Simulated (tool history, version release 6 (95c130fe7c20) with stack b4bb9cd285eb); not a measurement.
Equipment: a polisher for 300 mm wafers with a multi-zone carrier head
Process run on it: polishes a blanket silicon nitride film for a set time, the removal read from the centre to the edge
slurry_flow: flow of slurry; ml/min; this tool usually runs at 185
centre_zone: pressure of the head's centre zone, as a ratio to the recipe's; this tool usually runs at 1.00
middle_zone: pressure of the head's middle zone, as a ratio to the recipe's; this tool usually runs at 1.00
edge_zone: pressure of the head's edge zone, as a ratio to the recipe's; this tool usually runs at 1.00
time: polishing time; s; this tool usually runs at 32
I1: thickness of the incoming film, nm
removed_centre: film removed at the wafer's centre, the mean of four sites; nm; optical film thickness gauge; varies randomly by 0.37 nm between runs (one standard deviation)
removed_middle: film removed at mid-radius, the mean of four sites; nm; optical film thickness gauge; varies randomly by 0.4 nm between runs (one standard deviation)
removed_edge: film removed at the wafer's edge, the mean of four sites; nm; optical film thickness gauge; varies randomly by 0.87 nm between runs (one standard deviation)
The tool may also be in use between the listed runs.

run 1 hour=0.0 | slurry_flow=185 centre_zone=1.00 middle_zone=1.00 edge_zone=1.00 time=32 | I1=767.8 | removed_centre=57.0 removed_middle=57.2 removed_edge=60.2
-- hour=10.9 worn pad replaced by a new one
run 2 hour=17.4 | slurry_flow=200 centre_zone=1.00 middle_zone=1.00 edge_zone=1.00 time=32 | I1=783.9 | removed_centre=60.7 removed_middle=60.8 removed_edge=64.0
run 3 hour=28.9 | slurry_flow=200 centre_zone=1.00 middle_zone=1.00 edge_zone=1.00 time=32 | I1=776.8 | removed_centre=60.7 removed_middle=60.5 removed_edge=64.0
run 4 hour=38.0 | slurry_flow=200 centre_zone=1.00 middle_zone=1.00 edge_zone=1.00 time=32 | I1=764.5 | removed_centre=60.5 removed_middle=60.9 removed_edge=62.3
run 5 hour=49.3 | slurry_flow=185 centre_zone=1.04 middle_zone=0.92 edge_zone=1.00 time=32 | I1=766.5 | removed_centre=59.8 removed_middle=54.7 removed_edge=62.7
-- hour=63.2 worn pad replaced by a new one
-- hour=63.7 slurry nozzle cleaned
-- hour=64.2 edge zone pressure recalibrated
run 6 hour=64.7 | slurry_flow=185 centre_zone=1.04 middle_zone=0.92 edge_zone=1.00 time=32 | I1=769.5 | removed_centre=67.1 removed_middle=60.6 removed_edge=66.8
run 7 hour=68.9 | slurry_flow=185 centre_zone=1.00 middle_zone=1.00 edge_zone=1.00 time=32 | I1=777.0 | removed_centre=66.1 removed_middle=65.5 removed_edge=66.7
run 8 hour=76.7 | slurry_flow=185 centre_zone=1.00 middle_zone=1.00 edge_zone=1.00 time=32 | I1=778.1 | removed_centre=65.2 removed_middle=64.7 removed_edge=67.2
-- hour=83.4 carrier head's membrane replaced by a new one
run 9 hour=89.5 | slurry_flow=185 centre_zone=1.00 middle_zone=1.00 edge_zone=1.00 time=32 | I1=771.3 | removed_centre=63.9 removed_middle=64.2 removed_edge=67.2
run 10 hour=98.1 | slurry_flow=140 centre_zone=0.93 middle_zone=1.00 edge_zone=0.96 time=29 | I1=786.4 | removed_centre=52.3 removed_middle=54.9 removed_edge=56.5
run 11 hour=104.8 | slurry_flow=185 centre_zone=1.00 middle_zone=1.00 edge_zone=1.00 time=32 | I1=778.1 | removed_centre=63.4 removed_middle=63.0 removed_edge=65.1
-- hour=114.7 worn pad replaced by a new one
run 12 hour=121.6 | slurry_flow=140 centre_zone=0.91 middle_zone=1.00 edge_zone=0.91 time=23 | I1=771.3 | removed_centre=41.8 removed_middle=43.9 removed_edge=45.3
run 13 hour=129.5 | slurry_flow=185 centre_zone=1.00 middle_zone=1.00 edge_zone=1.00 time=32 | I1=775.0 | removed_centre=64.1 removed_middle=63.4 removed_edge=67.6
run 14 hour=141.1 | slurry_flow=240 centre_zone=1.00 middle_zone=1.00 edge_zone=1.00 time=26 | I1=767.7 | removed_centre=53.8 removed_middle=53.2 removed_edge=54.2
-- hour=148.7 centre zone pressure recalibrated
run 15 hour=151.5 | slurry_flow=235 centre_zone=1.00 middle_zone=1.00 edge_zone=1.04 time=37 | I1=770.6 | removed_centre=75.8 removed_middle=74.8 removed_edge=76.9
run 16 hour=158.3 | slurry_flow=210 centre_zone=0.96 middle_zone=0.94 edge_zone=1.00 time=32 | I1=773.9 | removed_centre=61.4 removed_middle=60.1 removed_edge=65.0
-- hour=166.0 worn pad replaced by a new one
run 17 hour=172.2 | slurry_flow=185 centre_zone=0.92 middle_zone=1.00 edge_zone=0.95 time=39 | I1=761.2 | removed_centre=74.0 removed_middle=76.8 removed_edge=78.0
run 18 hour=181.9 | slurry_flow=130 centre_zone=1.00 middle_zone=0.94 edge_zone=1.00 time=41 | I1=767.5 | removed_centre=75.0 removed_middle=72.2 removed_edge=79.0
run 19 hour=193.8 | slurry_flow=200 centre_zone=0.94 middle_zone=1.11 edge_zone=1.00 time=42 | I1=761.8 | removed_centre=80.7 removed_middle=89.6 removed_edge=85.6

5 ways to go on from here, each from the tool as it stands after run 19. What would each give?
run A hour=194.2 | slurry_flow=185 centre_zone=1.00 middle_zone=0.89 edge_zone=1.00 time=32 | I1=762.4 | removed_centre=? removed_middle=? removed_edge=?
run B hour=194.2 | slurry_flow=120 centre_zone=1.00 middle_zone=1.09 edge_zone=1.00 time=32 | I1=762.4 | removed_centre=? removed_middle=? removed_edge=?
run C hour=194.2 | slurry_flow=185 centre_zone=1.00 middle_zone=1.00 edge_zone=1.00 time=26 | I1=762.4 | removed_centre=? removed_middle=? removed_edge=?
run D hour=194.2 | slurry_flow=185 centre_zone=1.00 middle_zone=1.00 edge_zone=1.00 time=25 | I1=762.4 | removed_centre=? removed_middle=? removed_edge=?
run E hour=194.2 | slurry_flow=240 centre_zone=1.00 middle_zone=1.00 edge_zone=0.88 time=28 | I1=762.4 | removed_centre=? removed_middle=? removed_edge=?

run=A removed_centre=63.0 removed_middle=57.0 removed_edge=65.4
run=B removed_centre=57.0 removed_middle=61.9 removed_edge=61.3
run=C removed_centre=51.2 removed_middle=51.1 removed_edge=53.1
run=D removed_centre=49.3 removed_middle=49.1 removed_edge=51.0
run=E removed_centre=57.8 removed_middle=57.3 removed_edge=56.5
With the hidden condition removed and each run's random variation left untouched, the same runs would have given:
run=A removed_centre=67.0 removed_middle=60.3 removed_edge=68.5
run=B removed_centre=61.8 removed_middle=66.6 removed_edge=64.8
run=C removed_centre=54.5 removed_middle=54.0 removed_edge=55.5
run=D removed_centre=52.4 removed_middle=51.9 removed_edge=53.4
run=E removed_centre=60.9 removed_middle=60.1 removed_edge=58.8
